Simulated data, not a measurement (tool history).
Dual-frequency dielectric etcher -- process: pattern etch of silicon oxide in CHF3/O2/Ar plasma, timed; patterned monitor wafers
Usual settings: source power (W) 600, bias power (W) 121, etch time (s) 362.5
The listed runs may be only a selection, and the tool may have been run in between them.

run   hour  source power (W)  bias power (W)  etch time (s)  read-back reference wafer on the same gauge, depth_nm  mean etch depth across the wafer (nm)
  1    0.0               600             121          362.5                                                  601.8                                  608.3
  2    7.1               540             121          362.5                                                  602.0                                  588.4
  3   13.7               600             121          362.5                                                  602.1                                  607.6
  4   24.5               600             121          362.5                                                  602.0                                  606.6
  5   31.8               600             121          362.5                                                  602.2                                  606.8
  6   47.3               600             103          362.5                                                  601.9                                  587.0
  7   61.7               600             121          362.5                                                  602.0                                  607.0
  8   72.8               600             121          362.5                                                  602.0                                  606.2
     105.6  -- upper electrode replaced
  9  106.1               600             121          332.0                                                  601.6                                  555.0
 10  106.5               600             121          362.5                                                  602.0                                  604.3
 11  107.0               600             121          362.5                                                  602.1                                  604.5
     120.8  -- bias power generator calibrated
     133.6  -- wet clean of the chamber
 12  134.1               600             121          362.5                                                  602.1                                  615.4
 13  134.5               600             121          362.5                                                  601.9                                  615.3
 14  134.9               600             121          362.5                                                  602.1                                  613.8
 15  149.8               600             121          362.5                                                  601.9                                  614.5
     187.0  -- source power generator calibrated
 16  187.5               660             110          317.0                                                  602.2                                  541.8
 17  190.9               710             104          332.0                                                  602.1                                  573.0
 18  203.0               660             121          329.0                                                  601.9                                  572.5
 19  217.3               520              96          451.0                                                  602.2                                  700.3
 20  227.4               720             100          399.5                                                  601.5                                  687.4
 21  234.6               460             149          440.0                                                  602.0                                  725.7
 22  248.7               600             110          362.5                                                  601.8                                  601.6
     249.4  -- gauge calibrated
 23  257.7               600             121          362.5                                                  602.3                                  613.1
 24  265.0               600             121          362.5                                                  602.0                                  612.8
 25  274.9               600             121          362.5                                                  602.1                                  610.8
 26  303.0               670             137          446.5                                                  602.0                                  799.2
 27  316.7               600             121          362.5                                                  601.9                                  611.2
 28  331.5               600             121          362.5                                                  602.1                                  611.2
 29  343.6               600             121          440.5                                                  601.9                                  744.0
 30  361.0               510             111          413.5                                                  602.2                                  654.3
 31  375.6               600             121          362.5                                                  601.8                                  610.7

Alternative continuations, all from the tool just after run 31; predict every row:
  A  376.1               600             129          362.5                                                      ?                                      ?
  B  376.1               600             121          402.5                                                      ?                                      ?
  C  376.1               460             121          330.5                                                      ?                                      ?

run  read-back reference wafer on the same gauge, depth_nm  mean etch depth across the wafer (nm)
  A                                                  602.0                                  619.6
  B                                                  602.0                                  678.6
  C                                                  602.0                                  517.7
Without the tool's hidden state the same runs would have given:
run  mean etch depth across the wafer (nm)
  A                                  626.2
  B                                  685.8
  C                                  523.2
